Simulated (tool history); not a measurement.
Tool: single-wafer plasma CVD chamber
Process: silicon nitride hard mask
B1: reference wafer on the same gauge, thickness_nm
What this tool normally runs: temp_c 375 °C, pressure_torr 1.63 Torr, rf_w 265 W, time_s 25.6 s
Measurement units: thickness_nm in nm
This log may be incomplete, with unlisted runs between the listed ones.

{"run": 1, "hour": 0.0, "temp_c": 384, "pressure_torr": 1.73, "rf_w": 265, "time_s": 25.6, "B1": 30.703, "thickness_nm": 25.904}
{"run": 2, "hour": 15.7, "temp_c": 370, "pressure_torr": 1.63, "rf_w": 265, "time_s": 25.6, "B1": 30.685, "thickness_nm": 25.438}
{"run": 3, "hour": 28.7, "temp_c": 370, "pressure_torr": 1.63, "rf_w": 265, "time_s": 25.6, "B1": 30.732, "thickness_nm": 25.425}
{"run": 4, "hour": 43.6, "temp_c": 375, "pressure_torr": 1.63, "rf_w": 255, "time_s": 25.6, "B1": 30.707, "thickness_nm": 24.895}
{"hour": 66.3, "done": "RF generator calibrated"}
{"run": 5, "hour": 66.8, "temp_c": 375, "pressure_torr": 1.63, "rf_w": 255, "time_s": 25.6, "B1": 30.677, "thickness_nm": 26.317}
{"run": 6, "hour": 74.4, "temp_c": 364, "pressure_torr": 1.63, "rf_w": 265, "time_s": 25.6, "B1": 30.681, "thickness_nm": 27.092}
{"run": 7, "hour": 92.1, "temp_c": 375, "pressure_torr": 1.35, "rf_w": 310, "time_s": 22.3, "B1": 30.748, "thickness_nm": 24.046}
{"run": 8, "hour": 101.4, "temp_c": 369, "pressure_torr": 1.63, "rf_w": 295, "time_s": 21.9, "B1": 30.678, "thickness_nm": 24.637}
{"run": 9, "hour": 115.6, "temp_c": 384, "pressure_torr": 1.63, "rf_w": 250, "time_s": 25.6, "B1": 30.684, "thickness_nm": 25.853}
{"hour": 128.2, "done": "thermocouple changed; heater temperature recalibrated"}
{"run": 10, "hour": 128.7, "temp_c": 375, "pressure_torr": 1.33, "rf_w": 265, "time_s": 25.6, "B1": 30.718, "thickness_nm": 25.032}
{"run": 11, "hour": 143.2, "temp_c": 363, "pressure_torr": 2, "rf_w": 305, "time_s": 30.5, "B1": 30.673, "thickness_nm": 37.343}
{"hour": 152.6, "done": "showerhead replaced, of another model than before"}
{"run": 12, "hour": 153.6, "temp_c": 375, "pressure_torr": 1.63, "rf_w": 265, "time_s": 25.6, "B1": 30.719, "thickness_nm": 26.992}
{"run": 13, "hour": 163.7, "temp_c": 375, "pressure_torr": 1.63, "rf_w": 250, "time_s": 25.6, "B1": 30.71, "thickness_nm": 26.492}
{"run": 14, "hour": 179.6, "temp_c": 375, "pressure_torr": 1.63, "rf_w": 285, "time_s": 25.6, "B1": 30.728, "thickness_nm": 27.79}
{"hour": 180.9, "done": "gauge calibrated"}
{"run": 15, "hour": 192.0, "temp_c": 375, "pressure_torr": 1.63, "rf_w": 300, "time_s": 25.6, "B1": 30.72, "thickness_nm": 28.157}
{"run": 16, "hour": 208.1, "temp_c": 375, "pressure_torr": 1.63, "rf_w": 265, "time_s": 25.6, "B1": 30.73, "thickness_nm": 26.854}
{"run": 17, "hour": 222.9, "temp_c": 367, "pressure_torr": 1.63, "rf_w": 265, "time_s": 25.6, "B1": 30.698, "thickness_nm": 26.911}
{"hour": 240.0, "done": "capacitance manometer re-zeroed and calibrated"}
{"run": 18, "hour": 242.3, "temp_c": 389, "pressure_torr": 1.63, "rf_w": 295, "time_s": 28.5, "B1": 30.681, "thickness_nm": 30.837}
{"run": 19, "hour": 256.9, "temp_c": 375, "pressure_torr": 1.63, "rf_w": 290, "time_s": 25.6, "B1": 30.704, "thickness_nm": 27.827}
{"run": 20, "hour": 264.2, "temp_c": 365, "pressure_torr": 1.63, "rf_w": 220, "time_s": 29.3, "B1": 30.721, "thickness_nm": 29.115}
{"run": 21, "hour": 278.9, "temp_c": 375, "pressure_torr": 1.63, "rf_w": 280, "time_s": 22.4, "B1": 30.71, "thickness_nm": 24.053}

Estimate the outcome of run 22 from the log above:
{"run": 22, "hour": 294.4, "temp_c": 367, "pressure_torr": 1.63, "rf_w": 265, "time_s": 25.6, "B1": "?", "thickness_nm": "?"}

Run 22 gave B1 30.719, thickness_nm 27.065 nm.
Were there no unlogged condition in the tool, this run, its random variation unchanged, would have produced thickness_nm 27.091 nm.
